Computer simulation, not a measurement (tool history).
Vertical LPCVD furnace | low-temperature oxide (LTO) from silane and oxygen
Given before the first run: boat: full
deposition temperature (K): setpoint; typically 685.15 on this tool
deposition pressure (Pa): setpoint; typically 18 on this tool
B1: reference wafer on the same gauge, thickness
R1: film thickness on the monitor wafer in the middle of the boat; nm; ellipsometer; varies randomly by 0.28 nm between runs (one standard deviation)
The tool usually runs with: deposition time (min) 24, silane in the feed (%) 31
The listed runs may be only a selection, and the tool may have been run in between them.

Run 1, hour 0: usual settings but deposition pressure (Pa) 16; B1 108.06. Result: R1 96.62 nm.
Run 2, hour 64.8: usual settings but deposition pressure (Pa) 16; B1 108.03. Result: R1 96.42 nm.
Run 3, hour 118.8: usual settings but deposition pressure (Pa) 16; B1 107.97. Result: R1 97.11 nm.
Run 4, hour 187.2: usual settings; B1 108. Result: R1 109.08 nm.
Run 5, hour 232.3: usual settings; B1 107.93. Result: R1 109.28 nm.
Run 6, hour 287.4: usual settings; B1 107.86. Result: R1 108.79 nm.
Run 7, hour 349: usual settings; B1 108.09. Result: R1 109.51 nm.
Run 8, hour 398.6: usual settings but deposition pressure (Pa) 15.3; B1 108.09. Result: R1 93.03 nm.
Run 9, hour 439: usual settings but deposition pressure (Pa) 15.3; B1 108.04. Result: R1 93.25 nm.
At hour 496.7: silane flow controller replaced.
Run 10, hour 497.2: usual settings but deposition temperature (K) 678.15; B1 108.07. Result: R1 100.6 nm.
Run 11, hour 545.9: usual settings but deposition temperature (K) 678.15; B1 107.97. Result: R1 100.95 nm.
At hour 571.2: pressure gauge zeroed.
Run 12, hour 610.5: usual settings; B1 108.02. Result: R1 109.94 nm.
Run 13, hour 657.8: usual settings but deposition temperature (K) 692.15, silane in the feed (%) 26; B1 108.05. Result: R1 91.98 nm.
Run 14, hour 689.6: usual settings but deposition temperature (K) 690.15, deposition pressure (Pa) 15.3, deposition time (min) 15.5, silane in the feed (%) 29; B1 107.98. Result: R1 58.17 nm.
At hour 690.2: gauge calibrated.
Run 15, hour 717.9: usual settings but deposition temperature (K) 695.15, deposition pressure (Pa) 16.7, deposition time (min) 18.5, silane in the feed (%) 34; B1 108.04. Result: R1 99.11 nm.
Run 16, hour 757: usual settings but deposition temperature (K) 680.15, deposition pressure (Pa) 14, deposition time (min) 18.5; B1 107.99. Result: R1 62.15 nm.
Run 17, hour 822.2: usual settings but deposition pressure (Pa) 20.7, deposition time (min) 32, silane in the feed (%) 29; B1 107.97. Result: R1 153.03 nm.
At hour 898.3: thermocouples replaced and temperature profile calibrated.
Run 18, hour 898.8: usual settings but deposition temperature (K) 681.15, silane in the feed (%) 37; B1 108.03. Result: R1 129.18 nm.
Run 19, hour 910.4: usual settings but deposition temperature (K) 681.15, silane in the feed (%) 37; B1 107.99. Result: R1 129.49 nm.
Run 20, hour 965.5: usual settings but deposition pressure (Pa) 16; B1 108.04. Result: R1 95.08 nm.
Run 21, hour 1004.7: usual settings but deposition temperature (K) 675.15, deposition time (min) 20.5, silane in the feed (%) 34; B1 108.07. Result: R1 92.4 nm.
Run 22, hour 1036.4: usual settings but deposition pressure (Pa) 22; B1 107.94. Result: R1 130.58 nm.
Run 23, hour 1091: usual settings; B1 107.9. Result: R1 106.63 nm.
Run 24, hour 1143.6: usual settings but deposition pressure (Pa) 16; B1 107.91. Result: R1 94.8 nm.

A few steps of R1 between consecutive runs. Split each: what settings, incoming material and random variation would produce without the hidden state, and what is left over for the hidden state, along with gauge scatter present in only one of the two compared results (measured, and without hidden state):
Hidden state at play: true tube temperature minus thermocouple reading, K; true pressure minus gauge reading, mTorr; deviation of the silane flow from its setpoint, %; gauge reads high (%).
Run 14 -> 15: deposition temperature (K) 690.15 -> 695.15, deposition pressure (Pa) 15.3 -> 16.7, deposition time (min) 15.5 -> 18.5, silane in the feed (%) 29 -> 34, gauge calibrated. R1 +40.94 nm: hidden state +1.15, all else +39.79.
Run 16 -> 17: deposition temperature (K) 680.15 -> 685.15, deposition pressure (Pa) 14 -> 20.7, deposition time (min) 18.5 -> 32, silane in the feed (%) 31 -> 29. R1 +90.88 nm: hidden state +3.16, all else +87.72.
Run 17 -> 18: deposition temperature (K) 685.15 -> 681.15, deposition pressure (Pa) 20.7 -> 18, deposition time (min) 32 -> 24, silane in the feed (%) 29 -> 37, thermocouples replaced and temperature profile calibrated. R1 -23.85 nm: hidden state -4.86, all else -18.99.
